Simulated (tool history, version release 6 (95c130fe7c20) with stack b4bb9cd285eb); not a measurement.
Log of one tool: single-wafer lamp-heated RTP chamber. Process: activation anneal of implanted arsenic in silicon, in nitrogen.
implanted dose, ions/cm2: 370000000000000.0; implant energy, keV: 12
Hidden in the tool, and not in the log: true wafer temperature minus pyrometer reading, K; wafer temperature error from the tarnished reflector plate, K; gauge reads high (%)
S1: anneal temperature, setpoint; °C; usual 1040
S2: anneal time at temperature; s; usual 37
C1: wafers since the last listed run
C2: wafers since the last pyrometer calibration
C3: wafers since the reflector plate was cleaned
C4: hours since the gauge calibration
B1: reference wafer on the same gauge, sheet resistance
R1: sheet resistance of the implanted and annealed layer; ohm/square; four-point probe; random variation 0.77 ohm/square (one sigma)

run 1 day=0.000 | S1=1028 S2=52 | C1=0 C2=2276 C3=1222 C4=958.4 | B1=292.03 | R1=254.88
run 2 day=1.596 | S1=1028 S2=52 | C1=561 C2=2837 C3=1783 C4=996.7 | B1=292.09 | R1=255.06
run 3 day=4.433 | S1=1040 S2=51 | C1=998 C2=3836 C3=2782 C4=1064.8 | B1=291.96 | R1=249.35
run 4 day=6.571 | S1=1040 S2=51 | C1=751 C2=4588 C3=3534 C4=1116.1 | B1=291.85 | R1=249.43
run 5 day=9.433 | S1=1040 S2=51 | C1=1007 C2=5595 C3=4541 C4=1184.8 | B1=291.93 | R1=250.06
-- day=11.179 pyrometer window cleaned and pyrometer calibrated
run 6 day=11.333 | S1=1040 S2=22 | C1=551 C2=54 C3=5092 C4=1230.4 | B1=291.91 | R1=261.31
run 7 day=12.350 | S1=1040 S2=22 | C1=357 C2=412 C3=5449 C4=1254.8 | B1=292.18 | R1=260.12
run 8 day=14.396 | S1=1040 S2=37 | C1=719 C2=1131 C3=6169 C4=1303.9 | B1=292.03 | R1=252.84
run 9 day=16.233 | S1=1040 S2=37 | C1=646 C2=1778 C3=6816 C4=1348.0 | B1=291.75 | R1=253.47
run 10 day=19.025 | S1=1040 S2=37 | C1=982 C2=2760 C3=7798 C4=1415.0 | B1=292.10 | R1=252.97
run 11 day=21.821 | S1=1040 S2=37 | C1=983 C2=3743 C3=8781 C4=1482.1 | B1=291.85 | R1=251.96
-- day=23.812 reflector plate cleaned
run 12 day=24.458 | S1=1040 S2=37 | C1=810 C2=4554 C3=227 C4=1545.4 | B1=292.04 | R1=255.18
run 13 day=27.412 | S1=1040 S2=47 | C1=1039 C2=5593 C3=1266 C4=1616.3 | B1=291.81 | R1=249.16
-- day=29.046 pyrometer window cleaned and pyrometer calibrated
run 14 day=32.392 | S1=1040 S2=25 | C1=1634 C2=1177 C3=2900 C4=1735.8 | B1=291.90 | R1=259.40
run 15 day=34.275 | S1=1058 S2=29 | C1=662 C2=1839 C3=3563 C4=1781.0 | B1=292.05 | R1=252.64
-- day=35.383 gauge calibrated
run 16 day=40.854 | S1=1040 S2=20 | C1=2314 C2=4154 C3=5877 C4=131.3 | B1=291.87 | R1=260.74
run 17 day=43.588 | S1=1040 S2=37 | C1=961 C2=5115 C3=6839 C4=196.9 | B1=291.71 | R1=252.84
run 18 day=45.012 | S1=1053 S2=29 | C1=501 C2=5617 C3=7340 C4=231.1 | B1=292.15 | R1=251.74
-- day=46.704 pyrometer window cleaned and pyrometer calibrated
run 19 day=46.725 | S1=1051 S2=37 | C1=485 C2=6 C3=7825 C4=272.2 | B1=292.08 | R1=249.78
run 20 day=47.667 | S1=1040 S2=37 | C1=331 C2=338 C3=8157 C4=294.8 | B1=292.03 | R1=252.84
run 21 day=48.871 | S1=1024 S2=52 | C1=423 C2=761 C3=8580 C4=323.7 | B1=292.07 | R1=251.98
run 22 day=49.921 | S1=1030 S2=37 | C1=369 C2=1131 C3=8950 C4=348.9 | B1=291.95 | R1=254.76
run 23 day=51.875 | S1=1040 S2=57 | C1=687 C2=1818 C3=9637 C4=395.8 | B1=292.08 | R1=244.94
run 24 day=52.921 | S1=1040 S2=37 | C1=367 C2=2186 C3=10005 C4=420.9 | B1=292.14 | R1=251.58
-- day=54.029 reflector plate cleaned
run 25 day=54.050 | S1=1018 S2=37 | C1=279 C2=2466 C3=7 C4=448.0 | B1=291.95 | R1=259.82
run 26 day=55.558 | S1=1016 S2=58 | C1=530 C2=2997 C3=538 C4=484.2 | B1=291.92 | R1=256.50
run 27 day=57.204 | S1=1066 S2=37 | C1=579 C2=3576 C3=1117 C4=523.7 | B1=291.85 | R1=245.12
run 28 day=59.779 | S1=1049 S2=37 | C1=905 C2=4481 C3=2022 C4=585.5 | B1=292.03 | R1=252.00
run 29 day=62.025 | S1=1028 S2=47 | C1=790 C2=5271 C3=2812 C4=639.4 | B1=291.97 | R1=252.89
-- day=67.212 pyrometer window cleaned and pyrometer calibrated
run 30 day=69.050 | S1=1028 S2=52 | C1=2354 C2=646 C3=5167 C4=808.0 | B1=292.03 | R1=252.35
run 31 day=71.933 | S1=1040 S2=37 | C1=1014 C2=1660 C3=6181 C4=877.2 | B1=291.88 | R1=252.91
run 32 day=72.992 | S1=1013 S2=54 | C1=372 C2=2033 C3=6553 C4=902.6 | B1=291.96 | R1=255.44
run 33 day=74.288 | S1=1040 S2=37 | C1=455 C2=2489 C3=7009 C4=933.7 | B1=291.90 | R1=252.42
run 34 day=76.246 | S1=1040 S2=37 | C1=688 C2=3177 C3=7698 C4=980.7 | B1=291.90 | R1=252.63
run 35 day=78.500 | S1=1059 S2=22 | C1=793 C2=3970 C3=8491 C4=1034.8 | B1=291.91 | R1=254.09
run 36 day=79.729 | S1=1026 S2=37 | C1=432 C2=4403 C3=8924 C4=1064.3 | B1=291.93 | R1=255.95
-- day=82.838 reflector plate cleaned
run 37 day=82.858 | S1=1058 S2=48 | C1=983 C2=5386 C3=8 C4=1139.4 | B1=291.91 | R1=244.44

3 ways to go on from here, each from the tool as it stands after run 37. What would each give?
run A day=82.875 | S1=1040 S2=37 | C1=5 C2=5392 C3=13 C4=1139.8 | B1=? | R1=?
run B day=82.875 | S1=1032 S2=37 | C1=5 C2=5392 C3=13 C4=1139.8 | B1=? | R1=?
run C day=82.875 | S1=1027 S2=37 | C1=5 C2=5392 C3=13 C4=1139.8 | B1=? | R1=?

run=A B1=292.15 R1=252.84
run=B B1=292.15 R1=255.28
run=C B1=292.15 R1=256.76
Without the tool's hidden state the same runs would have given:
run=A R1=252.99
run=B R1=255.43
run=C R1=256.90
